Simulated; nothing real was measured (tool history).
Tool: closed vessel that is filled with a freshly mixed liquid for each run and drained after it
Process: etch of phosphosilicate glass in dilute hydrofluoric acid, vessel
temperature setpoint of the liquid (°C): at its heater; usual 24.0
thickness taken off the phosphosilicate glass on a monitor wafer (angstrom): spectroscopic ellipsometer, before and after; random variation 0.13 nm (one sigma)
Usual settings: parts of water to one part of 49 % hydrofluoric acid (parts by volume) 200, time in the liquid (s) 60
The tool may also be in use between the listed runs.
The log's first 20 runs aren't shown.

run     day  temperature setpoint of the liquid (°C)  parts of water to one part of 49 % hydrofluoric acid (parts by volume)  time in the liquid (s)  wafers since the last listed run  hours since the thermometer was replaced  hours since the hydrofluoric acid flow meter was replaced  hours since the gauge calibration  read-back film thickness of the phosphosilicate glass reference wafer, read on the same gauge (nm)  thickness taken off the phosphosilicate glass on a monitor wafer (angstrom)
 21  42.554                                     25.5                                                                     250                      90                              4075                                     731.5                                                      711.6                              558.4                                                                                               50.00                                                                        423.8
 22  43.650                                     26.0                                                                     200                      60                              3585                                     757.8                                                      737.9                              584.7                                                                                               49.99                                                                        378.5
 23  45.792                                     21.0                                                                     200                      45                              7006                                     809.2                                                      789.3                              636.1                                                                                               49.99                                                                        236.2
 24  47.854                                     24.0                                                                     250                      60                              6747                                     858.7                                                      838.8                              685.6                                                                                               49.99                                                                        264.5
 25  49.888                                     21.0                                                                     275                      70                              6652                                     907.5                                                      887.6                              734.4                                                                                               50.00                                                                        246.7
 26  51.121                                     27.5                                                                     105                      60                              4034                                     937.1                                                      917.2                              764.0                                                                                               50.01                                                                        844.4
 27  52.862                                     22.0                                                                     115                      75                              5697                                     978.9                                                      959.0                              805.8                                                                                               49.96                                                                        772.3
 28  55.429                                     24.0                                                                     200                      60                              8396                                    1040.5                                                     1020.6                              867.4                                                                                               50.00                                                                        347.8
 29  57.062                                     21.0                                                                     290                      60                              5343                                    1079.7                                                     1059.8                              906.6                                                                                               49.99                                                                        197.4
 30  58.421                                     19.5                                                                     200                      60                              4443                                    1112.3                                                     1092.4                              939.2                                                                                               50.03                                                                        293.5
 31  60.108                                     24.0                                                                     200                      60                              5520                                    1152.8                                                     1132.9                              979.7                                                                                               49.98                                                                        349.1
     60.488  -- hydrofluoric acid flow meter replaced
 32  67.683                                     25.5                                                                     200                      50                             24645                                    1334.6                                                      172.7                             1161.5                                                                                               49.99                                                                        311.8
 33  70.312                                     24.0                                                                     200                      60                              8601                                    1397.7                                                      235.8                             1224.6                                                                                               49.99                                                                        355.6

Forecast each of these 3 alternatives for the next run:
  A  70.342                                     24.0                                                                     200                      60                                95                                    1398.4                                                      236.5                             1225.3                                                                                                   ?                                                                            ?
  B  70.342                                     24.0                                                                     260                      60                                95                                    1398.4                                                      236.5                             1225.3                                                                                                   ?                                                                            ?
  C  70.342                                     27.5                                                                     260                      45                                95                                    1398.4                                                      236.5                             1225.3                                                                                                   ?                                                                            ?

run  read-back film thickness of the phosphosilicate glass reference wafer, read on the same gauge (nm)  thickness taken off the phosphosilicate glass on a monitor wafer (angstrom)
  A                                                                                               50.01                                                                        352.8
  B                                                                                               50.01                                                                        254.8
  C                                                                                               50.01                                                                        215.9
Without the tool's hidden state the same runs would have given:
run  thickness taken off the phosphosilicate glass on a monitor wafer (angstrom)
  A                                                                        356.2
  B                                                                        257.4
  C                                                                        218.1
